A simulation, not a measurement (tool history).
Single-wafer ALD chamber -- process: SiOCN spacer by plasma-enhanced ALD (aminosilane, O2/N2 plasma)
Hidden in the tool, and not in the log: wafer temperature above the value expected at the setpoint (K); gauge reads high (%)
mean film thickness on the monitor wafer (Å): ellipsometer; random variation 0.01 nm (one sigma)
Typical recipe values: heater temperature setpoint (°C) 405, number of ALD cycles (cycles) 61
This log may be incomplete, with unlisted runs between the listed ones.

run     day  heater temperature setpoint (°C)  number of ALD cycles (cycles)  wafers since the last listed run  hours since the last thermocouple change  hours since the gauge calibration  read-back reference wafer on the same gauge, thickness_nm  mean film thickness on the monitor wafer (Å)
  1       0                               405                             61                                 0                                      1820                              297.3                                                       3.99                                          40.9
  2   2.254                               405                             61                               255                                    1874.1                              351.4                                                      3.989                                         40.79
  3   3.925                               405                             61                               189                                    1914.2                              391.5                                                      3.992                                         40.83
  4   9.888                               405                             61                               675                                    2057.3                              534.6                                                       3.99                                          40.9
  5  13.954                               405                             61                               460                                    2154.9                              632.2                                                      3.985                                         41.03
  6  15.888                               405                             53                               219                                    2201.3                              678.6                                                      3.987                                         35.57
     16.154  -- gauge calibrated
  7  19.617                               405                             53                               422                                    2290.8                               83.1                                                       3.99                                         35.58
  8  21.554                               405                             53                               219                                    2337.3                              129.6                                                      3.988                                         35.66

Run 9 has not been measured yet. What should we expect?
  9  24.525                               418                             58                               336                                    2408.6                              200.9                                                          ?                                             ?

{"run 9": {"read-back reference wafer on the same gauge, thickness_nm": 3.992, "mean film thickness on the monitor wafer (Å)": 37.63}}
Take away the tool's hidden state, keep the run-to-run variation as it was, and the same run would have given mean film thickness on the monitor wafer (Å) 37.63.

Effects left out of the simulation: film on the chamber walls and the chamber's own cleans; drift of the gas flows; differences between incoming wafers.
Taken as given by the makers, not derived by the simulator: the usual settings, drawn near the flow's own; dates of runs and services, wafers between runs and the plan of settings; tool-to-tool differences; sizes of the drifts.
